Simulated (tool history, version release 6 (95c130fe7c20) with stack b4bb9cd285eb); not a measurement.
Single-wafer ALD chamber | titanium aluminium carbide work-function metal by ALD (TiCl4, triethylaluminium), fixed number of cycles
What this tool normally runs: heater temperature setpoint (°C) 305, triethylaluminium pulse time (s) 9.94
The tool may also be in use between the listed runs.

run    hour  heater temperature setpoint (°C)  triethylaluminium pulse time (s)  wafers since the last listed run  hours since the last thermocouple change  hours since the last triethylaluminium bottle change  hours since the showerhead was replaced  hours since the gauge calibration  read-back reference wafer on the same gauge, thickness_nm  mean film thickness on the monitor wafer (Å)
  1       0                               302                             11.45                                 0                                    1037.8                                                 492.8                                   6091.7                              378.8                                                      2.198                                          20.5
  2    82.8                               305                              9.94                              1031                                    1120.6                                                 575.6                                   6174.5                              461.6                                                      2.199                                         20.38
        172  -- triethylaluminium bottle replaced
  3   177.7                               305                              9.94                              1082                                    1215.5                                                   5.7                                   6269.4                              556.5                                                      2.201                                         20.36
  4   223.4                               305                              8.12                               569                                    1261.2                                                  51.4                                   6315.1                              602.2                                                      2.197                                         19.45
  5   315.4                               305                              8.12                              1145                                    1353.2                                                 143.4                                   6407.1                              694.2                                                      2.202                                         19.45
  6   382.4                               305                              8.12                               834                                    1420.2                                                 210.4                                   6474.1                              761.2                                                      2.199                                         19.54
  7   563.5                               305                              9.94                              2255                                    1601.3                                                 391.5                                   6655.2                              942.3                                                      2.201                                         20.55
  8   643.5                               294                             13.45                               996                                    1681.3                                                 471.5                                   6735.2                             1022.3                                                      2.198                                         20.28
      729.3  -- triethylaluminium bottle replaced
  9     741                               305                              8.12                              1114                                    1778.8                                                  11.7                                   6832.7                             1119.8                                                      2.199                                         19.59
 10   819.6                               295                              9.94                               978                                    1857.4                                                  90.3                                   6911.3                             1198.4                                                      2.199                                         19.71
 11   862.5                               312                             11.73                               534                                    1900.3                                                 133.2                                   6954.2                             1241.3                                                      2.201                                         21.51
      900.4  -- showerhead replaced
 12   906.6                               295                              12.7                               449                                    1944.4                                                 177.3                                      6.2                             1285.4                                                        2.2                                         20.35
      913.6  -- gauge calibrated
      929.8  -- thermocouple changed; heater temperature recalibrated
 13  1014.6                               300                             13.65                              1245                                      84.8                                                 285.3                                    114.2                                101                                                      2.201                                         20.46
 14  1086.8                               317                             12.15                               899                                       157                                                 357.5                                    186.4                              173.2                                                      2.201                                         21.61
 15  1190.9                               305                              9.94                              1296                                     261.1                                                 461.6                                    290.5                              277.3                                                        2.2                                         20.29

What differs in the tool's unlogged condition from the final listed run ahead of each entry between runs to the first listed run following it?
In the gap between runs 2 and 3: triethylaluminium bottle replaced (hour 172)
  wafer temperature above the value expected at the setpoint (K): 2.01 -> 2.33
  the result without the hidden state subtracted from the measured one, mean film thickness on the monitor wafer (Å): +0.16 -> +0.18
In the gap between runs 8 and 9: triethylaluminium bottle replaced (hour 729.3)
  wafer temperature above the value expected at the setpoint (K): 4.29 -> 4.79
  the result without the hidden state subtracted from the measured one, mean film thickness on the monitor wafer (Å): +0.33 -> +0.34
In the gap between runs 11 and 12: showerhead replaced (hour 900.4)
  wafer temperature above the value expected at the setpoint (K): 5.44 -> 5.68
  the result without the hidden state subtracted from the measured one, mean film thickness on the monitor wafer (Å): +0.42 -> +0.44
In the gap between runs 12 and 13: gauge calibrated (hour 913.6); thermocouple changed; heater temperature recalibrated (hour 929.8)
  wafer temperature above the value expected at the setpoint (K): 5.68 -> -0.229
  the result without the hidden state subtracted from the measured one, mean film thickness on the monitor wafer (Å): +0.44 -> -0.02
